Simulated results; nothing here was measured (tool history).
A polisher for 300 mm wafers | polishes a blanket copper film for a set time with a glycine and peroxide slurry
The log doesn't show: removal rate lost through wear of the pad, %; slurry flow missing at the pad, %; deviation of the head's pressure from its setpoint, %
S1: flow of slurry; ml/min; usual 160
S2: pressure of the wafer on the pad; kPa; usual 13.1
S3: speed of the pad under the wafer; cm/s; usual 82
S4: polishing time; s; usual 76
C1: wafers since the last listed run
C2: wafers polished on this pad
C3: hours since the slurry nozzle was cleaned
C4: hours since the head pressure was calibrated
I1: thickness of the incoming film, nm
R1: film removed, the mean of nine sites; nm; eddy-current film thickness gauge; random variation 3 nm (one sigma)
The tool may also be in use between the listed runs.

| run | hour | S1 | S2 | S3 | S4 | C1 | C2 | C3 | C4 | I1 | R1 |
|---|---|---|---|---|---|---|---|---|---|---|---|
| 1 | 0.0 | 160 | 13.1 | 82 | 76 | 0 | 335 | 206.5 | 159.3 | 894.3 | 290.9 |
| 2 | 64.4 | 160 | 13.1 | 82 | 76 | 381 | 716 | 270.9 | 223.7 | 923.6 | 284.9 |
| 3 | 112.7 | 160 | 13.1 | 82 | 76 | 285 | 1002 | 319.2 | 272.0 | 897.1 | 284.2 |
| 4 | 166.9 | 160 | 16.5 | 82 | 76 | 320 | 1323 | 373.4 | 326.2 | 906.5 | 338.6 |
|  | 193.4 | worn pad replaced by a new one |
| 5 | 199.3 | 160 | 16.5 | 82 | 76 | 168 | 34 | 405.8 | 358.6 | 926.4 | 327.6 |
|  | 222.7 | slurry nozzle cleaned |
| 6 | 233.8 | 160 | 16.5 | 82 | 58 | 198 | 232 | 11.1 | 393.1 | 917.4 | 267.7 |
| 7 | 264.9 | 160 | 13.1 | 82 | 76 | 184 | 416 | 42.2 | 424.2 | 915.3 | 292.0 |
| 8 | 297.8 | 160 | 13.1 | 82 | 55 | 194 | 611 | 75.1 | 457.1 | 909.3 | 211.8 |
| 9 | 355.2 | 180 | 13.1 | 82 | 76 | 339 | 951 | 132.5 | 514.5 | 899.9 | 297.2 |
| 10 | 389.0 | 180 | 13.1 | 82 | 76 | 200 | 1151 | 166.3 | 548.3 | 916.9 | 299.8 |
|  | 412.5 | worn pad replaced by a new one |
| 11 | 456.9 | 180 | 13.1 | 82 | 76 | 378 | 262 | 234.2 | 616.2 | 914.8 | 295.5 |
| 12 | 506.8 | 160 | 13.1 | 82 | 76 | 295 | 558 | 284.1 | 666.1 | 912.3 | 288.5 |
| 13 | 557.2 | 160 | 13.1 | 82 | 76 | 298 | 856 | 334.5 | 716.5 | 918.6 | 284.8 |
|  | 622.8 | slurry nozzle cleaned |
| 14 | 623.3 | 160 | 13.1 | 82 | 76 | 385 | 1241 | 0.5 | 782.6 | 904.3 | 290.4 |
| 15 | 659.8 | 160 | 13.1 | 72 | 87 | 216 | 1457 | 37.0 | 819.1 | 915.5 | 307.5 |
|  | 679.9 | worn pad replaced by a new one |
| 16 | 695.8 | 160 | 13.1 | 82 | 76 | 189 | 94 | 73.0 | 855.1 | 902.7 | 288.2 |
| 17 | 722.1 | 160 | 15.9 | 82 | 76 | 155 | 249 | 99.3 | 881.4 | 913.6 | 333.7 |
|  | 746.4 | head pressure recalibrated |
| 18 | 785.3 | 160 | 13.1 | 82 | 76 | 362 | 612 | 162.5 | 38.9 | 916.0 | 285.6 |
| 19 | 835.4 | 160 | 13.1 | 82 | 76 | 296 | 908 | 212.6 | 89.0 | 910.8 | 287.8 |
| 20 | 884.2 | 135 | 10.3 | 96 | 76 | 288 | 1197 | 261.4 | 137.8 | 902.8 | 257.5 |
| 21 | 910.4 | 210 | 13.1 | 82 | 76 | 155 | 1352 | 287.6 | 164.0 | 904.4 | 306.9 |
|  | 945.1 | worn pad replaced by a new one |
| 22 | 945.6 | 160 | 13.1 | 82 | 76 | 184 | 3 | 322.8 | 199.2 | 921.6 | 280.6 |
| 23 | 997.6 | 160 | 13.1 | 82 | 76 | 307 | 310 | 374.8 | 251.2 | 917.6 | 278.5 |
|  | 1013.0 | slurry nozzle cleaned |
| 24 | 1051.3 | 160 | 17.2 | 100 | 68 | 311 | 622 | 38.3 | 304.9 | 910.4 | 385.9 |
| 25 | 1079.4 | 160 | 11.0 | 110 | 76 | 166 | 789 | 66.4 | 333.0 | 911.2 | 317.7 |
| 26 | 1111.4 | 180 | 16.5 | 56 | 59 | 189 | 978 | 98.4 | 365.0 | 898.3 | 205.1 |
| 27 | 1150.5 | 160 | 14.5 | 56 | 76 | 231 | 1209 | 137.5 | 404.1 | 909.5 | 238.8 |

The next listed run, before its measurement:
| 28 | 1194.4 | 195 | 16.5 | 82 | 102 | 259 | 1469 | 181.4 | 448.0 | 911.9 | ? |

{"run 28": {"R1": 474.5}}
Without the tool's hidden state the same run would have given R1 478.1 nm.

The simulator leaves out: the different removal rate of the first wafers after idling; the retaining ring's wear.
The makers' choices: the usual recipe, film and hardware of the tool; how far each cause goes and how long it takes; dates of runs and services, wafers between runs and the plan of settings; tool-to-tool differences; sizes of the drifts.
